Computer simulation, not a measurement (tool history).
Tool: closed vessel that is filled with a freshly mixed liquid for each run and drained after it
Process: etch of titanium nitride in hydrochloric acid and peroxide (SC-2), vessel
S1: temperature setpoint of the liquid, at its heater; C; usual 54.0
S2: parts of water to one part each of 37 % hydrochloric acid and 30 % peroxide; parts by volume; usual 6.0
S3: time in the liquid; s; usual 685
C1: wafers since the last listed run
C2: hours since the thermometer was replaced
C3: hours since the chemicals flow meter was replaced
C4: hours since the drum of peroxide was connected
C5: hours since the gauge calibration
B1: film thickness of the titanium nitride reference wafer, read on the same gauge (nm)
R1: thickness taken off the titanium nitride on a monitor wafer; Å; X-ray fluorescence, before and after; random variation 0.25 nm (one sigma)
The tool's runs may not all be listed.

{"run": 1, "day": 0.0, "S1": 54.0, "S2": 6.0, "S3": 685, "C1": 0, "C2": 619.9, "C3": 287.1, "C4": 183.6, "C5": 293.4, "B1": 110.0, "R1": 496.3}
{"day": 2.183, "done": "thermometer replaced"}
{"run": 2, "day": 2.846, "S1": 54.0, "S2": 6.0, "S3": 685, "C1": 5933, "C2": 15.9, "C3": 355.4, "C4": 251.9, "C5": 361.7, "B1": 110.01, "R1": 499.5}
{"run": 3, "day": 5.538, "S1": 54.0, "S2": 6.0, "S3": 915, "C1": 5695, "C2": 80.5, "C3": 420.0, "C4": 316.5, "C5": 426.3, "B1": 109.98, "R1": 673.1}
{"run": 4, "day": 9.896, "S1": 54.0, "S2": 6.0, "S3": 685, "C1": 9222, "C2": 185.1, "C3": 524.6, "C4": 421.1, "C5": 530.9, "B1": 109.97, "R1": 498.4}
{"run": 5, "day": 12.775, "S1": 54.0, "S2": 6.0, "S3": 685, "C1": 6092, "C2": 254.2, "C3": 593.7, "C4": 490.2, "C5": 600.0, "B1": 110.0, "R1": 505.2}
{"run": 6, "day": 14.846, "S1": 54.0, "S2": 6.0, "S3": 685, "C1": 4382, "C2": 303.9, "C3": 643.4, "C4": 539.9, "C5": 649.7, "B1": 110.02, "R1": 506.7}
{"run": 7, "day": 16.767, "S1": 54.0, "S2": 6.0, "S3": 685, "C1": 4064, "C2": 350.0, "C3": 689.5, "C4": 586.0, "C5": 695.8, "B1": 109.99, "R1": 507.9}
{"run": 8, "day": 21.154, "S1": 54.0, "S2": 6.0, "S3": 685, "C1": 9284, "C2": 455.3, "C3": 794.8, "C4": 691.3, "C5": 801.1, "B1": 109.98, "R1": 511.6}
{"run": 9, "day": 23.829, "S1": 54.0, "S2": 6.0, "S3": 685, "C1": 5660, "C2": 519.5, "C3": 859.0, "C4": 755.5, "C5": 865.3, "B1": 109.98, "R1": 509.2}
{"run": 10, "day": 26.746, "S1": 54.0, "S2": 6.0, "S3": 685, "C1": 6171, "C2": 589.5, "C3": 929.0, "C4": 825.5, "C5": 935.3, "B1": 109.98, "R1": 513.9}
{"run": 11, "day": 28.817, "S1": 54.0, "S2": 6.0, "S3": 685, "C1": 4382, "C2": 639.2, "C3": 978.7, "C4": 875.2, "C5": 985.0, "B1": 109.99, "R1": 515.8}
{"day": 30.308, "done": "thermometer replaced"}
{"run": 12, "day": 32.296, "S1": 54.0, "S2": 6.0, "S3": 775, "C1": 7273, "C2": 47.7, "C3": 1062.2, "C4": 958.7, "C5": 1068.5, "B1": 110.01, "R1": 587.7}
{"run": 13, "day": 34.238, "S1": 58.5, "S2": 7.5, "S3": 515, "C1": 4108, "C2": 94.3, "C3": 1108.8, "C4": 1005.3, "C5": 1115.1, "B1": 110.0, "R1": 438.5}
{"day": 36.817, "done": "new drum of peroxide connected"}
{"run": 14, "day": 36.838, "S1": 54.0, "S2": 6.0, "S3": 685, "C1": 5413, "C2": 156.7, "C3": 1171.2, "C4": 0.5, "C5": 1177.5, "B1": 109.99, "R1": 518.2}
{"day": 38.804, "done": "gauge calibrated"}
{"run": 15, "day": 39.742, "S1": 49.5, "S2": 4.0, "S3": 440, "C1": 6145, "C2": 226.4, "C3": 1240.9, "C4": 70.2, "C5": 22.5, "B1": 110.0, "R1": 329.0}
{"run": 16, "day": 43.983, "S1": 59.0, "S2": 5.0, "S3": 685, "C1": 8975, "C2": 328.2, "C3": 1342.7, "C4": 172.0, "C5": 124.3, "B1": 110.0, "R1": 824.2}
{"run": 17, "day": 46.638, "S1": 64.0, "S2": 6.0, "S3": 685, "C1": 5616, "C2": 391.9, "C3": 1406.4, "C4": 235.7, "C5": 188.0, "B1": 109.99, "R1": 989.1}
{"day": 48.283, "done": "chemicals flow meter replaced"}
{"run": 18, "day": 49.204, "S1": 49.0, "S2": 8.0, "S3": 490, "C1": 5343, "C2": 453.5, "C3": 22.1, "C4": 297.3, "C5": 249.6, "B1": 109.99, "R1": 202.5}
{"run": 19, "day": 52.217, "S1": 54.0, "S2": 6.0, "S3": 685, "C1": 6374, "C2": 525.8, "C3": 94.4, "C4": 369.6, "C5": 321.9, "B1": 110.01, "R1": 492.2}
{"day": 53.775, "done": "thermometer replaced"}
{"run": 20, "day": 56.562, "S1": 54.0, "S2": 6.0, "S3": 335, "C1": 9107, "C2": 66.9, "C3": 198.7, "C4": 473.9, "C5": 426.2, "B1": 109.98, "R1": 239.9}
{"run": 21, "day": 58.808, "S1": 54.0, "S2": 6.0, "S3": 685, "C1": 4752, "C2": 120.8, "C3": 252.6, "C4": 527.8, "C5": 480.1, "B1": 109.99, "R1": 501.5}
{"run": 22, "day": 65.225, "S1": 54.0, "S2": 4.0, "S3": 385, "C1": 13578, "C2": 274.8, "C3": 406.6, "C4": 681.8, "C5": 634.1, "B1": 110.0, "R1": 372.4}
{"run": 23, "day": 67.162, "S1": 61.0, "S2": 6.0, "S3": 395, "C1": 4099, "C2": 321.3, "C3": 453.1, "C4": 728.3, "C5": 680.6, "B1": 110.02, "R1": 455.2}
{"run": 24, "day": 69.8, "S1": 50.0, "S2": 4.0, "S3": 855, "C1": 5581, "C2": 384.6, "C3": 516.4, "C4": 791.6, "C5": 743.9, "B1": 110.05, "R1": 638.7}
{"run": 25, "day": 74.246, "S1": 54.0, "S2": 4.0, "S3": 685, "C1": 9407, "C2": 491.3, "C3": 623.1, "C4": 898.3, "C5": 850.6, "B1": 109.98, "R1": 675.7}

Hidden state at the last listed run before each entry between runs and at the first one after, where it differs:
Between runs 1 and 2: thermometer replaced (day 2.183)
  chemicals flow above the setpoint (%): 2.09 -> 2.52
  measured less the result without the state, R1: +7.7 -> +9.2 Å
Between runs 11 and 12: thermometer replaced (day 30.308)
  chemicals flow above the setpoint (%): 6.4 -> 6.92
  measured less the result without the state, R1: +23.3 -> +28.5 Å
Between runs 13 and 14: new drum of peroxide connected (day 36.817)
  chemicals flow above the setpoint (%): 7.21 -> 7.6
  measured less the result without the state, R1: +23.3 -> +27.4 Å
Between runs 14 and 15: gauge calibrated (day 38.804)
  chemicals flow above the setpoint (%): 7.6 -> 8.04
  measured less the result without the state, R1: +27.4 -> +16.4 Å
Between runs 17 and 18: chemicals flow meter replaced (day 48.283)
  chemicals flow above the setpoint (%): 9.07 -> 0.305
  measured less the result without the state, R1: +61.7 -> +0.5 Å
Between runs 19 and 20: thermometer replaced (day 53.775)
  chemicals flow above the setpoint (%): 0.755 -> 1.41
  measured less the result without the state, R1: +2.8 -> +2.5 Å
